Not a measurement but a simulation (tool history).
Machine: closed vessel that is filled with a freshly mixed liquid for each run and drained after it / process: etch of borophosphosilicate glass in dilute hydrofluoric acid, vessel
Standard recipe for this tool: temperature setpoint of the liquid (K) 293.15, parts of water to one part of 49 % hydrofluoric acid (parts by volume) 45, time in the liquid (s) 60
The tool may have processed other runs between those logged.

| run | hour | temperature setpoint of the liquid (K) | parts of water to one part of 49 % hydrofluoric acid (parts by volume) | time in the liquid (s) | read-back film thickness of the borophosphosilicate glass reference wafer, read on the same gauge (nm) | thickness taken off the borophosphosilicate glass on a monitor wafer (angstrom) |
|---|---|---|---|---|---|---|
| 1 | 0.0 | 293.15 | 45 | 50 | 49.98 | 262.7 |
| 2 | 9.9 | 293.15 | 45 | 50 | 50.02 | 262.7 |
| 3 | 19.2 | 293.15 | 45 | 50 | 49.98 | 262.2 |
| 4 | 32.1 | 293.15 | 45 | 60 | 50.02 | 313.5 |
| 5 | 49.5 | 293.15 | 45 | 60 | 50.00 | 314.1 |
| 6 | 65.2 | 293.15 | 45 | 60 | 50.02 | 316.3 |
|  | 68.2 | gauge calibrated |
| 7 | 78.3 | 293.15 | 55 | 60 | 50.01 | 253.5 |
| 8 | 95.2 | 293.15 | 55 | 60 | 50.01 | 252.6 |
| 9 | 108.6 | 293.15 | 45 | 60 | 50.00 | 311.9 |
| 10 | 117.5 | 292.15 | 45 | 60 | 50.00 | 298.7 |
| 11 | 150.0 | 292.15 | 45 | 60 | 49.99 | 297.9 |
| 12 | 166.4 | 292.15 | 45 | 60 | 50.01 | 297.2 |
| 13 | 179.5 | 293.15 | 45 | 60 | 49.98 | 310.7 |
| 14 | 191.9 | 293.15 | 45 | 60 | 50.03 | 309.0 |
| 15 | 204.4 | 293.15 | 45 | 60 | 49.99 | 307.7 |
| 16 | 210.9 | 291.65 | 45 | 50 | 49.98 | 240.2 |

Expected results for the next run?
| 17 | 221.1 | 295.65 | 35 | 80 | ? | ? |

read-back film thickness of the borophosphosilicate glass reference wafer, read on the same gauge (nm): 49.99
thickness taken off the borophosphosilicate glass on a monitor wafer (angstrom): 595.3
With the hidden condition absent and the run-to-run variation left alone, this run would have shown thickness taken off the borophosphosilicate glass on a monitor wafer (angstrom) 723.2.

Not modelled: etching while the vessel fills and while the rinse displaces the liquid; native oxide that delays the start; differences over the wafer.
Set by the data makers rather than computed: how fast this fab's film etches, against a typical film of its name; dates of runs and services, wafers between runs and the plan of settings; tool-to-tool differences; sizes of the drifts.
